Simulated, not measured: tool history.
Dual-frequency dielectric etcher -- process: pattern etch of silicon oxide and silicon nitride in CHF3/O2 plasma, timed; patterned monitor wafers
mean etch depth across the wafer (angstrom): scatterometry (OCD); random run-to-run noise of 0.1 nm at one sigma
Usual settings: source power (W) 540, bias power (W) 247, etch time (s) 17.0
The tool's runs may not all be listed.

run	hour	source power (W)	bias power (W)	etch time (s)	wafers since the last listed run	hours since the last wet clean	hours since the last source power generator calibration	hours since the last bias power generator calibration	hours since the last upper electrode change	hours since the gauge calibration	read-back reference wafer on the same gauge, depth_nm	mean etch depth across the wafer (angstrom)
1	0.0	540	247	17.0	0	188.1	4182.6	3076.9	4795.1	256.7	29.09	266.5
2	30.2	540	247	17.0	704	218.3	4212.8	3107.1	4825.3	286.9	29.10	267.7
3	55.7	480	199	17.0	595	243.8	4238.3	3132.6	4850.8	312.4	29.10	229.9
4	91.6	480	199	17.0	837	279.7	4274.2	3168.5	4886.7	348.3	29.11	232.4
5	105.5	540	247	17.0	324	293.6	4288.1	3182.4	4900.6	362.2	29.09	268.7
6	139.4	540	247	17.0	791	327.5	4322.0	3216.3	4934.5	396.1	29.10	269.5
7	158.3	540	247	17.0	441	346.4	4340.9	3235.2	4953.4	415.0	29.10	270.2
8	187.2	540	247	17.0	674	375.3	4369.8	3264.1	4982.3	443.9	29.09	271.4
9	202.7	540	247	20.0	361	390.8	4385.3	3279.6	4997.8	459.4	29.11	319.4
10	232.4	540	247	20.0	693	420.5	4415.0	3309.3	5027.5	489.1	29.10	319.3
# hour 239.9: source power generator calibrated
# hour 239.9: gauge calibrated
11	251.9	540	247	20.0	361	440.0	12.0	3328.8	5047.0	12.0	29.09	319.7
12	274.3	580	193	20.0	522	462.4	34.4	3351.2	5069.4	34.4	29.09	302.3
13	292.3	540	275	13.0	420	480.4	52.4	3369.2	5087.4	52.4	29.11	218.5
14	306.9	500	219	17.0	340	495.0	67.0	3383.8	5102.0	67.0	29.11	249.8
# hour 324.3: bias power generator calibrated
# hour 334.7: wet clean of the chamber
15	335.2	540	268	17.0	324	0.5	95.3	10.9	5130.3	95.3	29.08	275.6
# hour 416.1: upper electrode replaced
16	416.6	540	247	17.0	1339	81.9	176.7	92.3	0.5	176.7	29.09	268.6
17	427.3	630	303	12.5	249	92.6	187.4	103.0	11.2	187.4	29.08	228.3
18	449.3	540	247	17.0	513	114.6	209.4	125.0	33.2	209.4	29.09	268.1
19	469.8	540	191	21.0	478	135.1	229.9	145.5	53.7	229.9	29.09	297.1
20	490.1	540	247	17.0	473	155.4	250.2	165.8	74.0	250.2	29.12	267.5
21	508.3	540	247	13.5	424	173.6	268.4	184.0	92.2	268.4	29.08	213.9
22	533.2	640	265	17.0	581	198.5	293.3	208.9	117.1	293.3	29.09	303.0

5 options for the next run, each taken on its own from the tool as it stands now. Forecast them:
A	533.6	540	247	17.0	9	198.9	293.7	209.3	117.5	293.7	?	?
B	533.6	640	231	13.0	9	198.9	293.7	209.3	117.5	293.7	?	?
C	533.6	650	226	12.5	9	198.9	293.7	209.3	117.5	293.7	?	?
D	533.6	540	197	17.0	9	198.9	293.7	209.3	117.5	293.7	?	?
E	533.6	400	199	17.0	9	198.9	293.7	209.3	117.5	293.7	?	?

run	read-back reference wafer on the same gauge, depth_nm	mean etch depth across the wafer (angstrom)
A	29.10	269.5
B	29.10	218.6
C	29.10	210.0
D	29.10	246.3
E	29.10	209.3
Take away the tool's hidden state, keep each run's random variation, and the runs would have read:
run	mean etch depth across the wafer (angstrom)
A	265.7
B	215.6
C	207.1
D	242.9
E	206.4

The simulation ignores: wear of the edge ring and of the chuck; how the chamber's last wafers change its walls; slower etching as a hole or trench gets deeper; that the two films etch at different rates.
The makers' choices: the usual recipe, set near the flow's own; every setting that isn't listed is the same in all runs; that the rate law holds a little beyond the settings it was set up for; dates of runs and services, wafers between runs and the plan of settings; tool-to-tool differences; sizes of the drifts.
